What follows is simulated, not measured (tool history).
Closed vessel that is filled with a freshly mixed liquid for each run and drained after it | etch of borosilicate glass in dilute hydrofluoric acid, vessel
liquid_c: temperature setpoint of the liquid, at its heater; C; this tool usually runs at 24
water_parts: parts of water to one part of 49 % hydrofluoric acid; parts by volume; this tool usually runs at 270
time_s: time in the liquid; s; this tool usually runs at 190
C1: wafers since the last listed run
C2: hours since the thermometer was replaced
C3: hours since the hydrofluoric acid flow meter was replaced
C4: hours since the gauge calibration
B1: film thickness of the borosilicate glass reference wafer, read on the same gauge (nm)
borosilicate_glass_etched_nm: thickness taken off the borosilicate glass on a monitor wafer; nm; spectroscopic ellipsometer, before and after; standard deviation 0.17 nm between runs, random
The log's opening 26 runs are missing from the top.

run 27 hour=296.8 | liquid_c=24 water_parts=270 time_s=190 | C1=600 C2=14.5 C3=104.6 C4=260.7 | B1=39.99 | borosilicate_glass_etched_nm=19.95
-- hour=307.3 gauge calibrated
run 28 hour=311 | liquid_c=24 water_parts=270 time_s=190 | C1=861 C2=28.7 C3=118.8 C4=3.7 | B1=40.01 | borosilicate_glass_etched_nm=20.13
run 29 hour=326.1 | liquid_c=26 water_parts=340 time_s=130 | C1=916 C2=43.8 C3=133.9 C4=18.8 | B1=40.02 | borosilicate_glass_etched_nm=10.93
run 30 hour=342.1 | liquid_c=21.5 water_parts=270 time_s=155 | C1=970 C2=59.8 C3=149.9 C4=34.8 | B1=40 | borosilicate_glass_etched_nm=14.5
run 31 hour=378.4 | liquid_c=24 water_parts=270 time_s=190 | C1=2202 C2=96.1 C3=186.2 C4=71.1 | B1=39.99 | borosilicate_glass_etched_nm=19.95
run 32 hour=387.3 | liquid_c=26 water_parts=205 time_s=125 | C1=540 C2=105 C3=195.1 C4=80 | B1=40 | borosilicate_glass_etched_nm=19.81
run 33 hour=404.7 | liquid_c=29 water_parts=380 time_s=140 | C1=1055 C2=122.4 C3=212.5 C4=97.4 | B1=40.01 | borosilicate_glass_etched_nm=10.99
run 34 hour=413.9 | liquid_c=24 water_parts=270 time_s=110 | C1=558 C2=131.6 C3=221.7 C4=106.6 | B1=39.99 | borosilicate_glass_etched_nm=11.5

Consider 3 possible next runs. They are alternatives, not a sequence: every one starts from the tool as it was left by run 34. What does each give?
run A hour=414.6 | liquid_c=24 water_parts=270 time_s=190 | C1=42 C2=132.3 C3=222.4 C4=107.3 | B1=? | borosilicate_glass_etched_nm=?
run B hour=414.6 | liquid_c=27.5 water_parts=270 time_s=115 | C1=42 C2=132.3 C3=222.4 C4=107.3 | B1=? | borosilicate_glass_etched_nm=?
run C hour=414.6 | liquid_c=28 water_parts=270 time_s=190 | C1=42 C2=132.3 C3=222.4 C4=107.3 | B1=? | borosilicate_glass_etched_nm=?

run=A B1=40.01 borosilicate_glass_etched_nm=19.83
run=B B1=40.01 borosilicate_glass_etched_nm=13.54
run=C B1=40.01 borosilicate_glass_etched_nm=22.75
Without the tool's unlogged condition, the same runs would have read:
run=A borosilicate_glass_etched_nm=20.42
run=B borosilicate_glass_etched_nm=13.95
run=C borosilicate_glass_etched_nm=23.44
